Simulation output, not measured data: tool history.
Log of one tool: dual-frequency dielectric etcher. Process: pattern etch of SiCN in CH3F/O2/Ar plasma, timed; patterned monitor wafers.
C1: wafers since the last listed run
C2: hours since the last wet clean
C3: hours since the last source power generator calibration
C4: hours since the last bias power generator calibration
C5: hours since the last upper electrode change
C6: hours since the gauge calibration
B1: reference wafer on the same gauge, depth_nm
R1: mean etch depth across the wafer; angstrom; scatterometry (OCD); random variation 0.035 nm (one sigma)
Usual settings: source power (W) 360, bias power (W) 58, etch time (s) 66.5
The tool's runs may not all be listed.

run 1 day=0.000 | source_power_(W)=360 bias_power_(W)=55 etch_time_(s)=66.5 | C1=0 C2=460.3 C3=3569.2 C4=1896.1 C5=3430.8 C6=792.2 | B1=23.70 | R1=219.4
-- day=2.488 wet clean of the chamber
run 2 day=2.508 | source_power_(W)=360 bias_power_(W)=55 etch_time_(s)=66.5 | C1=407 C2=0.5 C3=3629.4 C4=1956.3 C5=3491.0 C6=852.4 | B1=23.71 | R1=224.4
run 3 day=5.038 | source_power_(W)=360 bias_power_(W)=55 etch_time_(s)=66.5 | C1=684 C2=61.2 C3=3690.1 C4=2017.0 C5=3551.7 C6=913.1 | B1=23.71 | R1=224.1
run 4 day=7.029 | source_power_(W)=360 bias_power_(W)=58 etch_time_(s)=66.5 | C1=538 C2=109.0 C3=3737.9 C4=2064.8 C5=3599.5 C6=960.9 | B1=23.70 | R1=226.3
run 5 day=8.396 | source_power_(W)=360 bias_power_(W)=58 etch_time_(s)=66.5 | C1=369 C2=141.8 C3=3770.7 C4=2097.6 C5=3632.3 C6=993.7 | B1=23.72 | R1=225.7
run 6 day=9.733 | source_power_(W)=360 bias_power_(W)=58 etch_time_(s)=66.5 | C1=361 C2=173.9 C3=3802.8 C4=2129.7 C5=3664.4 C6=1025.8 | B1=23.69 | R1=225.8
run 7 day=11.167 | source_power_(W)=360 bias_power_(W)=58 etch_time_(s)=66.5 | C1=387 C2=208.3 C3=3837.2 C4=2164.1 C5=3698.8 C6=1060.2 | B1=23.69 | R1=225.5
-- day=11.221 gauge calibrated
-- day=12.392 upper electrode replaced
run 8 day=18.533 | source_power_(W)=360 bias_power_(W)=58 etch_time_(s)=66.5 | C1=1721 C2=385.1 C3=4014.0 C4=2340.9 C5=147.4 C6=175.5 | B1=23.70 | R1=223.0
run 9 day=19.738 | source_power_(W)=360 bias_power_(W)=58 etch_time_(s)=66.5 | C1=325 C2=414.0 C3=4042.9 C4=2369.8 C5=176.3 C6=204.4 | B1=23.70 | R1=223.4

The next listed run, before its measurement:
-- day=20.338 bias power generator calibrated
-- day=21.708 wet clean of the chamber
run 10 day=21.729 | source_power_(W)=360 bias_power_(W)=48 etch_time_(s)=86.0 | C1=223 C2=0.5 C3=4090.7 C4=33.4 C5=224.1 C6=252.2 | B1=? | R1=?

Run 10 gave B1 23.70, R1 283.3 angstrom.
Without the tool's hidden state the same run would have given R1 283.5 angstrom.

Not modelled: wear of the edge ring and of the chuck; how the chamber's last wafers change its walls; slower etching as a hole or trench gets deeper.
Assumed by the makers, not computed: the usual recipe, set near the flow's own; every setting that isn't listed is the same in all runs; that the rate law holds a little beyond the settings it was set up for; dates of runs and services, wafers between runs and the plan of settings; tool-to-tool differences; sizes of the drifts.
